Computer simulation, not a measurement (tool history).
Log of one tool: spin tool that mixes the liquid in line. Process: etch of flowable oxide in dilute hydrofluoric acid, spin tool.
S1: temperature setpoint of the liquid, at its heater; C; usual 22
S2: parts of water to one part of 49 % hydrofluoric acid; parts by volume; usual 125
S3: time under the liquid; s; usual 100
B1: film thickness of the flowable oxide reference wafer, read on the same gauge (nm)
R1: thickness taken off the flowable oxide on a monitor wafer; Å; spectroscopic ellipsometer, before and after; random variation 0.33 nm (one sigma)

Run 1, hour 0: usual settings but S1 23 C; B1 60.01. Result: R1 376.8 Å.
Run 2, hour 71.1: usual settings but S1 23 C; B1 60.01. Result: R1 391.2 Å.
Run 3, hour 156.4: usual settings but S1 25 C; B1 60.01. Result: R1 424.2 Å.
Run 4, hour 247.2: usual settings but S1 24.5 C; B1 60.01. Result: R1 410.8 Å.
Run 5, hour 337.3: usual settings but S2 100 parts by volume; B1 59.96. Result: R1 491.3 Å.
At hour 374.4: thermometer replaced.
Run 6, hour 380.6: usual settings but S2 100 parts by volume; B1 59.97. Result: R1 451.2 Å.
Run 7, hour 432.3: usual settings but S2 100 parts by volume; B1 60.02. Result: R1 454.4 Å.
Run 8, hour 537.5: usual settings but S1 25 C, S3 65 s; B1 60. Result: R1 254.5 Å.
Run 9, hour 640.9: usual settings but S1 25 C, S3 65 s; B1 60.02. Result: R1 261.6 Å.
Run 10, hour 731.1: usual settings but S1 25 C, S3 65 s; B1 60.02. Result: R1 268.3 Å.
Run 11, hour 809.1: usual settings; B1 59.98. Result: R1 363.2 Å.
Run 12, hour 855.1: usual settings; B1 60.03. Result: R1 363 Å.
At hour 868.4: hydrofluoric acid flow meter replaced.
Run 13, hour 946.2: usual settings but S3 60 s; B1 59.99. Result: R1 218.5 Å.
Run 14, hour 1031.2: usual settings but S3 60 s; B1 60. Result: R1 220.8 Å.
Run 15, hour 1101.6: usual settings but S3 60 s; B1 60. Result: R1 221.3 Å.
Run 16, hour 1210.2: usual settings but S1 18 C, S3 150 s; B1 60.02. Result: R1 474.2 Å.
Run 17, hour 1271.2: usual settings but S1 24.5 C, S2 80 parts by volume, S3 70 s; B1 59.99. Result: R1 472.4 Å.
Run 18, hour 1314.6: usual settings; B1 60.02. Result: R1 380.4 Å.
Run 19, hour 1384.2: usual settings but S1 26 C, S2 160 parts by volume, S3 125 s; B1 60.01. Result: R1 409.8 Å.
Run 20, hour 1468: usual settings but S2 145 parts by volume, S3 80 s; B1 59.96. Result: R1 257.6 Å.
Run 21, hour 1531.8: usual settings; B1 59.99. Result: R1 375.9 Å.
Run 22, hour 1630.8: usual settings but S1 25 C, S3 65 s; B1 60.02. Result: R1 280.2 Å.
Run 23, hour 1707.2: usual settings but S1 18.5 C, S2 90 parts by volume, S3 150 s; B1 60.01. Result: R1 721.4 Å.
Run 24, hour 1763: usual settings but S2 85 parts by volume; B1 59.97. Result: R1 602.6 Å.
At hour 1776.6: gauge calibrated.
At hour 1805.5: thermometer replaced.
Run 25, hour 1830.4: usual settings; B1 60. Result: R1 344.4 Å.
Run 26, hour 1887.6: usual settings but S3 145 s; B1 60. Result: R1 501.9 Å.
Run 27, hour 1970.6: usual settings but S1 26.5 C, S3 155 s; B1 59.99. Result: R1 645.6 Å.
Run 28, hour 2065.8: usual settings but S1 18 C, S2 145 parts by volume, S3 55 s; B1 60.04. Result: R1 138.7 Å.
Run 29, hour 2147.6: usual settings but S1 25 C, S3 65 s; B1 59.98. Result: R1 262.1 Å.
Run 30, hour 2224.3: usual settings but S1 26 C, S2 160 parts by volume, S3 40 s; B1 59.98. Result: R1 125.8 Å.
Run 31, hour 2331: usual settings but S1 19 C, S2 90 parts by volume, S3 80 s; B1 59.99. Result: R1 364.8 Å.
Run 32, hour 2391.9: usual settings but S1 17.5 C, S2 80 parts by volume; B1 59.99. Result: R1 497 Å.
Run 33, hour 2470.2: usual settings but S1 26.5 C, S2 180 parts by volume; B1 60.01. Result: R1 280.7 Å.

5 ways to go on from here, each from the tool as it stands after run 33. What would each give?
Run A, hour 2470.6: usual settings but S2 75 parts by volume; B1 ?. Result: R1 ?.
Run B, hour 2470.6: usual settings but S1 18.5 C, S2 185 parts by volume, S3 80 s; B1 ?. Result: R1 ?.
Run C, hour 2470.6: usual settings but S3 40 s; B1 ?. Result: R1 ?.
Run D, hour 2470.6: usual settings but S1 26 C, S3 75 s; B1 ?. Result: R1 ?.
Run E, hour 2470.6: usual settings but S1 20.5 C, S2 85 parts by volume, S3 160 s; B1 ?. Result: R1 ?.

run     B1     R1
  A  59.97  653.2
  B  59.97  163.1
  C  59.97  147.6
  D  59.97  322.7
  E  59.97  856.9
Without the tool's hidden state the same runs would have given:
run     R1
  A  620.4
  B  155.2
  C  140.4
  D  307.6
  E  813.7
